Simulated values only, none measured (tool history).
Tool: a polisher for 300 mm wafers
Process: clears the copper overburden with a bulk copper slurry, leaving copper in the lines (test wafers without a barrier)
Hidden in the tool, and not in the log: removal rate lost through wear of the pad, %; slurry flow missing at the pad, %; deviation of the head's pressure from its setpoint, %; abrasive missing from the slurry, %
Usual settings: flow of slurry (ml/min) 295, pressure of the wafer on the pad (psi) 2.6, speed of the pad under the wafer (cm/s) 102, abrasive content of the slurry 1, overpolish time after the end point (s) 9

run   hour  flow of slurry (ml/min)  pressure of the wafer on the pad (psi)  speed of the pad under the wafer (cm/s)  abrasive content of the slurry  overpolish time after the end point (s)  wafers since the last listed run  wafers polished on this pad  hours since the slurry nozzle was cleaned  hours since the head pressure was calibrated  hours since the slurry blender was calibrated  incoming thickness of the incoming film, nm  time until the end point was called (s)  dishing of a wide line in a test structure (nm)
  1      0                      295                                     2.6                                      102                               1                                        9                                 0                          365                                        450                                         290.7                                          167.3                                       1180.1                                      118                                             55.5
  2   10.5                      295                                     2.6                                      102                               1                                        9                                77                          442                                      460.5                                         301.2                                          177.8                                       1172.1                                    116.2                                             54.9
  3   54.3                      295                                     2.6                                      102                               1                                        9                               321                          763                                      504.3                                           345                                          221.6                                       1169.9                                    119.4                                             55.6
      71.9  -- head pressure recalibrated
  4   72.4                      295                                     2.6                                       86                               1                                        9                               118                          882                                      522.4                                           0.5                                          239.7                                       1170.7                                    123.8                                             55.5
  5   82.3                      295                                     2.6                                       86                               1                                        9                                72                          954                                      532.3                                          10.4                                          249.6                                       1183.2                                      125                                             55.1
  6   94.1                      295                                     2.6                                       86                               1                                        9                                86                         1041                                      544.1                                          22.2                                          261.4                                       1179.3                                    123.1                                             53.8
      99.9  -- worn pad replaced by a new one
  7  111.2                      295                                     2.6                                      102                               1                                        9                                96                           83                                      561.2                                          39.3                                          278.5                                       1158.7                                    108.1                                             57.9
  8  118.4                      295                                     2.6                                      102                               1                                        9                                52                          136                                      568.4                                          46.5                                          285.7                                       1166.9                                    108.8                                             58.4
  9    133                      295                                     2.6                                      102                               1                                        9                               107                          243                                        583                                          61.1                                          300.3                                       1172.9                                    109.5                                             58.4
 10  146.8                      295                                     2.6                                      102                               1                                        9                               101                          344                                      596.8                                          74.9                                          314.1                                       1162.6                                    108.2                                             57.8
 11  154.6                      295                                     2.6                                       70                               1                                       12                                57                          401                                      604.6                                          82.7                                          321.9                                       1163.3                                    148.7                                             60.4
 12  167.2                      295                                     2.6                                      102                               1                                        9                                92                          494                                      617.2                                          95.3                                          334.5                                       1177.3                                    112.2                                             57.5
     174.3  -- slurry blender recalibrated
 13    184                      295                                     3.4                                      124                               1                                        9                               108                          603                                        634                                         112.1                                            9.7                                       1169.7                                     73.6                                             79.7
     194.9  -- slurry nozzle cleaned
 14  201.8                      295                                     2.6                                      122                             1.1                                       12                               123                          726                                        6.9                                         129.9                                           27.5                                       1156.9                                     94.1                                             82.2
 15  219.6                      195                                     2.6                                      118                               1                                        9                               130                          857                                       24.7                                         147.7                                           45.3                                       1173.6                                    104.8                                             60.1
 16  235.4                      295                                     2.6                                      102                               1                                       11                               116                          973                                       40.5                                         163.5                                           61.1                                       1168.7                                    114.1                                               66
     248.9  -- worn pad replaced by a new one
 17  249.4                      210                                     2.6                                       72                               1                                       10                                73                            3                                       54.5                                         177.5                                           75.1                                       1161.7                                      154                                             49.3
 18  258.6                      295                                     2.6                                       76                               1                                        7                                67                           71                                       63.7                                         186.7                                           84.3                                       1168.8                                    144.3                                             36.5
 19  279.2                      350                                     2.6                                      102                            0.75                                        9                               151                          222                                       84.3                                         207.3                                          104.9                                       1153.4                                    125.7                                             51.1
 20  288.7                      295                                     2.6                                      102                               1                                        9                                69                          292                                       93.8                                         216.8                                          114.4                                       1170.6                                    116.5                                             55.6
 21  304.8                      295                                     2.6                                      102                               1                                        9                               118                          410                                      109.9                                         232.9                                          130.5                                       1172.9                                    117.1                                             55.7
 22  320.2                      255                                     2.2                                      126                             1.3                                        9                               113                          523                                      125.3                                         248.3                                          145.9                                       1176.4                                    107.9                                             60.6
 23  336.8                      295                                     2.6                                      102                               1                                        9                               121                          645                                      141.9                                         264.9                                          162.5                                       1173.9                                    114.6                                             56.4
 24  348.3                      295                                     2.6                                      102                             0.9                                        9                                84                          730                                      153.4                                         276.4                                            174                                       1172.7                                    123.4                                             54.2
 25  361.7                      295                                     2.6                                      102                               1                                        9                                98                          828                                      166.8                                         289.8                                          187.4                                       1169.1                                    115.2                                             54.1
 26  374.5                      295                                     2.6                                      114                             1.2                                       11                                93                          922                                      179.6                                         302.6                                          200.2                                       1163.4                                    100.7                                             72.7
 27  385.7                      295                                     3.4                                       80                             0.9                                       12                                82                         1004                                      190.8                                         313.8                                          211.4                                       1151.7                                    110.5                                             73.1
     393.3  -- worn pad replaced by a new one
 28  398.9                      375                                     1.9                                      102                             0.8                                       12                                67                           40                                        204                                           327                                          224.6                                       1170.4                                      170                                               50
 29    408                      195                                     3.2                                       90                            1.25                                        9                                66                          107                                      213.1                                         336.1                                          233.7                                       1185.2                                    102.3                                               64

Hidden state or all else? Some run-to-run changes of time until the end point was called (s), split into what the settings, what came in and random variation would give without the hidden state, and what is left for the hidden state (with any gauge scatter that isn't in both results):
Run 3 -> 4: speed of the pad under the wafer (cm/s) 102 -> 86, head pressure recalibrated. time until the end point was called (s) +4.4: hidden state -11.6, all else +16.
Run 27 -> 28: flow of slurry (ml/min) 295 -> 375, pressure of the wafer on the pad (psi) 3.4 -> 1.9, speed of the pad under the wafer (cm/s) 80 -> 102, abrasive content of the slurry 0.9 -> 0.8, worn pad replaced by a new one. time until the end point was called (s) +59.5: hidden state +6.1, all else +53.4.
Run 28 -> 29: flow of slurry (ml/min) 375 -> 195, pressure of the wafer on the pad (psi) 1.9 -> 3.2, speed of the pad under the wafer (cm/s) 102 -> 90, abrasive content of the slurry 0.8 -> 1.25, overpolish time after the end point (s) 12 -> 9. time until the end point was called (s) -67.7: hidden state -6.8, all else -60.9.

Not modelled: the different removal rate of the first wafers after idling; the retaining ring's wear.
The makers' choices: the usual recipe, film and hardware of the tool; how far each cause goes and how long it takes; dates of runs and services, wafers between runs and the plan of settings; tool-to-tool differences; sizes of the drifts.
